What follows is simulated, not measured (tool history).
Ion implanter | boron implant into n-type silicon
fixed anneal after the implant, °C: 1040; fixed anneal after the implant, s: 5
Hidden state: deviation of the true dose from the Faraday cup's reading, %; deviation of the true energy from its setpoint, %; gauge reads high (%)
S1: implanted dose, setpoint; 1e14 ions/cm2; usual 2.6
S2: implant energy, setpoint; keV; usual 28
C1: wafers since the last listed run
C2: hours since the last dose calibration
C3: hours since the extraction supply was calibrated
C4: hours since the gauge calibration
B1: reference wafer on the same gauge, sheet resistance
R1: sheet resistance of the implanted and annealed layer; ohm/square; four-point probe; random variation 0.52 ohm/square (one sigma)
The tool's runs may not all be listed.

{"run": 1, "hour": 0.0, "S1": 2.6, "S2": 28, "C1": 0, "C2": 555.8, "C3": 4590.9, "C4": 39.8, "B1": 405.95, "R1": 335.81}
{"run": 2, "hour": 15.4, "S1": 2.6, "S2": 28, "C1": 385, "C2": 571.2, "C3": 4606.3, "C4": 55.2, "B1": 406.03, "R1": 335.84}
{"run": 3, "hour": 24.2, "S1": 2.76, "S2": 34.5, "C1": 220, "C2": 580, "C3": 4615.1, "C4": 64, "B1": 405.99, "R1": 313.09}
{"run": 4, "hour": 35.9, "S1": 2.76, "S2": 34.5, "C1": 292, "C2": 591.7, "C3": 4626.8, "C4": 75.7, "B1": 406, "R1": 312.95}
{"run": 5, "hour": 52.8, "S1": 2.6, "S2": 24, "C1": 423, "C2": 608.6, "C3": 4643.7, "C4": 92.6, "B1": 406.04, "R1": 340.99}
{"run": 6, "hour": 67.1, "S1": 2.6, "S2": 28, "C1": 357, "C2": 622.9, "C3": 4658, "C4": 106.9, "B1": 405.91, "R1": 335.46}
{"run": 7, "hour": 73.4, "S1": 2.6, "S2": 28, "C1": 157, "C2": 629.2, "C3": 4664.3, "C4": 113.2, "B1": 405.99, "R1": 336.45}
{"run": 8, "hour": 84.7, "S1": 2.6, "S2": 28, "C1": 282, "C2": 640.5, "C3": 4675.6, "C4": 124.5, "B1": 406.03, "R1": 335.71}
{"run": 9, "hour": 93.3, "S1": 2.6, "S2": 28, "C1": 215, "C2": 649.1, "C3": 4684.2, "C4": 133.1, "B1": 405.98, "R1": 335.68}
{"run": 10, "hour": 101.3, "S1": 2.6, "S2": 28, "C1": 200, "C2": 657.1, "C3": 4692.2, "C4": 141.1, "B1": 405.97, "R1": 336.11}
{"run": 11, "hour": 107.6, "S1": 2.6, "S2": 28, "C1": 157, "C2": 663.4, "C3": 4698.5, "C4": 147.4, "B1": 405.96, "R1": 335.12}
{"run": 12, "hour": 119.8, "S1": 2.6, "S2": 34, "C1": 305, "C2": 675.6, "C3": 4710.7, "C4": 159.6, "B1": 405.92, "R1": 327.84}
{"run": 13, "hour": 151.7, "S1": 2.26, "S2": 30.5, "C1": 798, "C2": 707.5, "C3": 4742.6, "C4": 191.5, "B1": 406.06, "R1": 371.06}
{"hour": 153.2, "done": "gauge calibrated"}
{"run": 14, "hour": 168.6, "S1": 2.36, "S2": 25, "C1": 423, "C2": 724.4, "C3": 4759.5, "C4": 15.4, "B1": 406.07, "R1": 367.23}
{"run": 15, "hour": 183.1, "S1": 2.6, "S2": 37.5, "C1": 363, "C2": 738.9, "C3": 4774, "C4": 29.9, "B1": 406.05, "R1": 324.31}
{"run": 16, "hour": 190.1, "S1": 2.93, "S2": 28, "C1": 175, "C2": 745.9, "C3": 4781, "C4": 36.9, "B1": 406.05, "R1": 305.21}
{"hour": 203.9, "done": "Faraday cup replaced and dose calibrated"}
{"hour": 205.2, "done": "extraction supply calibrated"}
{"run": 17, "hour": 205.7, "S1": 3.07, "S2": 18.5, "C1": 158, "C2": 1.8, "C3": 0.5, "C4": 52.5, "B1": 406.11, "R1": 316.04}
{"run": 18, "hour": 211.4, "S1": 2.13, "S2": 22.5, "C1": 142, "C2": 7.5, "C3": 6.2, "C4": 58.2, "B1": 405.87, "R1": 415.2}
{"run": 19, "hour": 236.4, "S1": 2.01, "S2": 20, "C1": 625, "C2": 32.5, "C3": 31.2, "C4": 83.2, "B1": 406.02, "R1": 439.33}
{"run": 20, "hour": 248.0, "S1": 3.07, "S2": 18.5, "C1": 290, "C2": 44.1, "C3": 42.8, "C4": 94.8, "B1": 406, "R1": 314.21}
{"run": 21, "hour": 257.2, "S1": 2.6, "S2": 28, "C1": 230, "C2": 53.3, "C3": 52, "C4": 104, "B1": 406.02, "R1": 342.69}
{"run": 22, "hour": 267.7, "S1": 2.6, "S2": 19.5, "C1": 262, "C2": 63.8, "C3": 62.5, "C4": 114.5, "B1": 405.96, "R1": 355.11}

Forecast each of these 5 alternatives for the next run:
{"run": "A", "hour": 268.1, "S1": 3.3, "S2": 28, "C1": 10, "C2": 64.2, "C3": 62.9, "C4": 114.9, "B1": "?", "R1": "?"}
{"run": "B", "hour": 268.1, "S1": 2.2, "S2": 31, "C1": 10, "C2": 64.2, "C3": 62.9, "C4": 114.9, "B1": "?", "R1": "?"}
{"run": "C", "hour": 268.1, "S1": 2.6, "S2": 22, "C1": 10, "C2": 64.2, "C3": 62.9, "C4": 114.9, "B1": "?", "R1": "?"}
{"run": "D", "hour": 268.1, "S1": 3.01, "S2": 36.5, "C1": 10, "C2": 64.2, "C3": 62.9, "C4": 114.9, "B1": "?", "R1": "?"}
{"run": "E", "hour": 268.1, "S1": 3.03, "S2": 34.5, "C1": 10, "C2": 64.2, "C3": 62.9, "C4": 114.9, "B1": "?", "R1": "?"}

run=A B1=406 R1=282.85
run=B B1=406 R1=386.6
run=C B1=406 R1=351.69
run=D B1=406 R1=295.94
run=E B1=406 R1=296.2
Without the tool's hidden state the same runs would have given:
run=A R1=286.38
run=B R1=391.33
run=C R1=356.12
run=D R1=299.62
run=E R1=299.89
